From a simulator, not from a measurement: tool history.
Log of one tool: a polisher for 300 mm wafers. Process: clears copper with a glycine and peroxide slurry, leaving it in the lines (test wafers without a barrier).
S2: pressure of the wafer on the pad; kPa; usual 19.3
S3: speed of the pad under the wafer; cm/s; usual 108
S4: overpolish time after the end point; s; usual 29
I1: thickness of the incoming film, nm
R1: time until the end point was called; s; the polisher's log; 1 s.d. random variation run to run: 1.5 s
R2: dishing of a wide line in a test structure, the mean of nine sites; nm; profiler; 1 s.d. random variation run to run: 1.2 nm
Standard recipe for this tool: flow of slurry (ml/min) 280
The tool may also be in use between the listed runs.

Run 1, day 0: usual settings; I1 421.6. Result: R1 87.7 s, R2 75.2 nm.
Run 2, day 2.858: usual settings; I1 406.7. Result: R1 83.4 s, R2 78.6 nm.
At day 6.842: slurry nozzle cleaned.
Run 3, day 7.1: usual settings; I1 408. Result: R1 85.4 s, R2 74.2 nm.
At day 10.746: head pressure recalibrated.
At day 16.033: worn pad replaced by a new one.
Run 4, day 17.379: usual settings but S3 120 cm/s, S4 17 s; I1 413.5. Result: R1 77.5 s, R2 55.4 nm.
Run 5, day 20.492: usual settings but flow of slurry (ml/min) 240, S2 14.5 kPa; I1 418.8. Result: R1 107.4 s, R2 64.8 nm.
Run 6, day 24.621: usual settings but flow of slurry (ml/min) 240, S2 14.5 kPa; I1 411.9. Result: R1 106 s, R2 66.7 nm.
At day 26.65: slurry nozzle cleaned.
Run 7, day 28.842: usual settings; I1 409.4. Result: R1 87.6 s, R2 75.2 nm.
At day 32.4: worn pad replaced by a new one.
Run 8, day 32.738: usual settings but S3 118 cm/s; I1 411.7. Result: R1 83.8 s, R2 73.2 nm.
At day 36.012: head pressure recalibrated.
Run 9, day 36.396: usual settings but S3 118 cm/s; I1 422.2. Result: R1 80.7 s, R2 78.5 nm.
Run 10, day 40.712: usual settings but S3 118 cm/s; I1 416.5. Result: R1 81.6 s, R2 80.1 nm.
Run 11, day 43.412: usual settings; I1 411.9. Result: R1 85.9 s, R2 74.6 nm.
At day 45.479: slurry nozzle cleaned.
At day 48.021: worn pad replaced by a new one.
Run 12, day 48.208: usual settings but flow of slurry (ml/min) 355, S4 25 s; I1 411.7. Result: R1 84.2 s, R2 69 nm.
Run 13, day 50.05: usual settings but flow of slurry (ml/min) 365; I1 421.7. Result: R1 86.5 s, R2 76.3 nm.
Run 14, day 53.112: usual settings but flow of slurry (ml/min) 355, S4 24 s; I1 410.3. Result: R1 88 s, R2 65.5 nm.
Run 15, day 56.683: usual settings but flow of slurry (ml/min) 195, S4 25 s; I1 406.9. Result: R1 93.3 s, R2 65.5 nm.
Run 16, day 58.858: usual settings but flow of slurry (ml/min) 190, S2 25.5 kPa; I1 407.7. Result: R1 78.5 s, R2 81.6 nm.
At day 60.875: slurry nozzle cleaned.
At day 62.529: head pressure recalibrated.
Run 17, day 63.138: usual settings but S4 46 s; I1 406. Result: R1 82.8 s, R2 97.5 nm.
At day 63.325: worn pad replaced by a new one.
Run 18, day 66.558: usual settings but flow of slurry (ml/min) 240, S2 14.5 kPa; I1 413.7. Result: R1 100.4 s, R2 65.9 nm.

Forecast run 19:
Run 19, day 69.258: usual settings but flow of slurry (ml/min) 370, S2 13.1 kPa, S3 120 cm/s, S4 46 s; I1 410.5. Result: R1 ?, R2 ?.

Run 19 came out at R1 94.7 s, R2 91.8 nm.
Had the tool carried no hidden state, the very same run would have given R1 94.7 s, R2 91.7 nm.
